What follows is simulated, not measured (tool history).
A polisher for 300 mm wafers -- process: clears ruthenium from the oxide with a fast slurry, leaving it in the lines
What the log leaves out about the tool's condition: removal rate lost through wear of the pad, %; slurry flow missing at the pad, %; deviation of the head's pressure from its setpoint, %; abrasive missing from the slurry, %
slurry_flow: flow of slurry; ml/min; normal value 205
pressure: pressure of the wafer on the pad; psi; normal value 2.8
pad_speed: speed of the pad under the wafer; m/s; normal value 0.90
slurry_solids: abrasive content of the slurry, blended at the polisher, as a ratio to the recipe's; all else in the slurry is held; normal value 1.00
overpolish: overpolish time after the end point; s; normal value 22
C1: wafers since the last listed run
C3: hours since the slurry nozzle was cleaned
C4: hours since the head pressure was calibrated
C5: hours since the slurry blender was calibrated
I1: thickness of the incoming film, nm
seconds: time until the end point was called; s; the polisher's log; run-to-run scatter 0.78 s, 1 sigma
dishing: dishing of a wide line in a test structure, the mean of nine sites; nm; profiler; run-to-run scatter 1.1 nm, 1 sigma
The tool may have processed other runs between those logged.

{"run": 1, "hour": 0.0, "slurry_flow": 205, "pressure": 3.0, "pad_speed": 0.9, "slurry_solids": 1.0, "overpolish": 22, "C1": 0, "wafers polished on this pad": 544, "C3": 582.7, "C4": 269.6, "C5": 75.9, "I1": 137.5, "seconds": 35.2, "dishing": 63.6}
{"hour": 31.6, "done": "slurry blender recalibrated"}
{"run": 2, "hour": 37.1, "slurry_flow": 205, "pressure": 2.8, "pad_speed": 0.9, "slurry_solids": 1.1, "overpolish": 22, "C1": 514, "wafers polished on this pad": 1059, "C3": 619.8, "C4": 306.7, "C5": 5.5, "I1": 137.5, "seconds": 35.7, "dishing": 63.1}
{"run": 3, "hour": 45.8, "slurry_flow": 205, "pressure": 2.8, "pad_speed": 0.9, "slurry_solids": 1.1, "overpolish": 22, "C1": 127, "wafers polished on this pad": 1186, "C3": 628.5, "C4": 315.4, "C5": 14.2, "I1": 138.2, "seconds": 37.9, "dishing": 62.7}
{"hour": 55.1, "done": "head pressure recalibrated"}
{"hour": 55.4, "done": "slurry nozzle cleaned"}
{"run": 4, "hour": 61.6, "slurry_flow": 205, "pressure": 2.8, "pad_speed": 0.9, "slurry_solids": 1.1, "overpolish": 22, "C1": 199, "wafers polished on this pad": 1386, "C3": 6.2, "C4": 6.5, "C5": 30.0, "I1": 139.6, "seconds": 40.8, "dishing": 57.3}
{"run": 5, "hour": 76.1, "slurry_flow": 205, "pressure": 3.5, "pad_speed": 0.9, "slurry_solids": 1.0, "overpolish": 22, "C1": 212, "wafers polished on this pad": 1598, "C3": 20.7, "C4": 21.0, "C5": 44.5, "I1": 141.2, "seconds": 37.4, "dishing": 64.0}
{"hour": 86.5, "done": "worn pad replaced by a new one"}
{"run": 6, "hour": 87.0, "slurry_flow": 205, "pressure": 3.5, "pad_speed": 0.9, "slurry_solids": 1.0, "overpolish": 22, "C1": 101, "wafers polished on this pad": 7, "C3": 31.6, "C4": 31.9, "C5": 55.4, "I1": 139.3, "seconds": 31.3, "dishing": 66.9}
{"run": 7, "hour": 98.0, "slurry_flow": 255, "pressure": 2.8, "pad_speed": 1.1, "slurry_solids": 1.0, "overpolish": 22, "C1": 161, "wafers polished on this pad": 168, "C3": 42.6, "C4": 42.9, "C5": 66.4, "I1": 139.5, "seconds": 33.8, "dishing": 68.4}
{"run": 8, "hour": 109.9, "slurry_flow": 205, "pressure": 2.8, "pad_speed": 0.9, "slurry_solids": 0.9, "overpolish": 22, "C1": 174, "wafers polished on this pad": 343, "C3": 54.5, "C4": 54.8, "C5": 78.3, "I1": 141.8, "seconds": 43.6, "dishing": 55.6}
{"run": 9, "hour": 118.2, "slurry_flow": 205, "pressure": 2.3, "pad_speed": 0.9, "slurry_solids": 0.9, "overpolish": 22, "C1": 121, "wafers polished on this pad": 465, "C3": 62.8, "C4": 63.1, "C5": 86.6, "I1": 142.2, "seconds": 49.4, "dishing": 50.2}
{"run": 10, "hour": 126.3, "slurry_flow": 205, "pressure": 2.8, "pad_speed": 0.9, "slurry_solids": 1.0, "overpolish": 31, "C1": 118, "wafers polished on this pad": 583, "C3": 70.9, "C4": 71.2, "C5": 94.7, "I1": 142.1, "seconds": 40.9, "dishing": 75.5}
{"hour": 136.4, "done": "slurry blender recalibrated"}
{"run": 11, "hour": 136.9, "slurry_flow": 175, "pressure": 2.8, "pad_speed": 1.1, "slurry_solids": 0.8, "overpolish": 22, "C1": 126, "wafers polished on this pad": 710, "C3": 81.5, "C4": 81.8, "C5": 0.5, "I1": 138.4, "seconds": 38.8, "dishing": 57.2}
{"run": 12, "hour": 148.4, "slurry_flow": 205, "pressure": 3.2, "pad_speed": 0.74, "slurry_solids": 1.0, "overpolish": 16, "C1": 168, "wafers polished on this pad": 878, "C3": 93.0, "C4": 93.3, "C5": 12.0, "I1": 139.7, "seconds": 40.8, "dishing": 43.7}
{"run": 13, "hour": 164.6, "slurry_flow": 205, "pressure": 2.8, "pad_speed": 0.9, "slurry_solids": 1.0, "overpolish": 22, "C1": 237, "wafers polished on this pad": 1116, "C3": 109.2, "C4": 109.5, "C5": 28.2, "I1": 140.1, "seconds": 41.7, "dishing": 56.1}
{"run": 14, "hour": 171.6, "slurry_flow": 205, "pressure": 2.8, "pad_speed": 0.9, "slurry_solids": 1.0, "overpolish": 22, "C1": 102, "wafers polished on this pad": 1219, "C3": 116.2, "C4": 116.5, "C5": 35.2, "I1": 141.0, "seconds": 43.4, "dishing": 57.8}
{"run": 15, "hour": 182.5, "slurry_flow": 270, "pressure": 2.8, "pad_speed": 1.16, "slurry_solids": 1.0, "overpolish": 26, "C1": 159, "wafers polished on this pad": 1378, "C3": 127.1, "C4": 127.4, "C5": 46.1, "I1": 140.4, "seconds": 34.4, "dishing": 72.3}
{"hour": 193.9, "done": "worn pad replaced by a new one"}
{"run": 16, "hour": 195.0, "slurry_flow": 270, "pressure": 2.8, "pad_speed": 1.16, "slurry_solids": 1.0, "overpolish": 26, "C1": 124, "wafers polished on this pad": 16, "C3": 139.6, "C4": 139.9, "C5": 58.6, "I1": 138.1, "seconds": 30.3, "dishing": 76.7}
{"run": 17, "hour": 208.6, "slurry_flow": 205, "pressure": 2.8, "pad_speed": 0.9, "slurry_solids": 1.0, "overpolish": 22, "C1": 199, "wafers polished on this pad": 215, "C3": 153.2, "C4": 153.5, "C5": 72.2, "I1": 137.7, "seconds": 38.4, "dishing": 59.7}
{"run": 18, "hour": 222.3, "slurry_flow": 245, "pressure": 2.4, "pad_speed": 1.02, "slurry_solids": 1.0, "overpolish": 29, "C1": 200, "wafers polished on this pad": 416, "C3": 166.9, "C4": 167.2, "C5": 85.9, "I1": 141.0, "seconds": 40.3, "dishing": 69.0}
{"run": 19, "hour": 235.3, "slurry_flow": 205, "pressure": 1.8, "pad_speed": 0.9, "slurry_solids": 0.75, "overpolish": 10, "C1": 190, "wafers polished on this pad": 607, "C3": 179.9, "C4": 180.2, "C5": 98.9, "I1": 142.3, "seconds": 66.6, "dishing": 19.9}

Forecast run 20:
{"run": 20, "hour": 250.6, "slurry_flow": 135, "pressure": 2.8, "pad_speed": 0.9, "slurry_solids": 1.15, "overpolish": 22, "C1": 224, "wafers polished on this pad": 831, "C3": 195.2, "C4": 195.5, "C5": 114.2, "I1": 141.0, "seconds": "?", "dishing": "?"}

seconds: 39.9 s
dishing: 59.3 nm
Had the tool carried no hidden state, the very same run would have given seconds 39.5 s, dishing 59.7 nm.
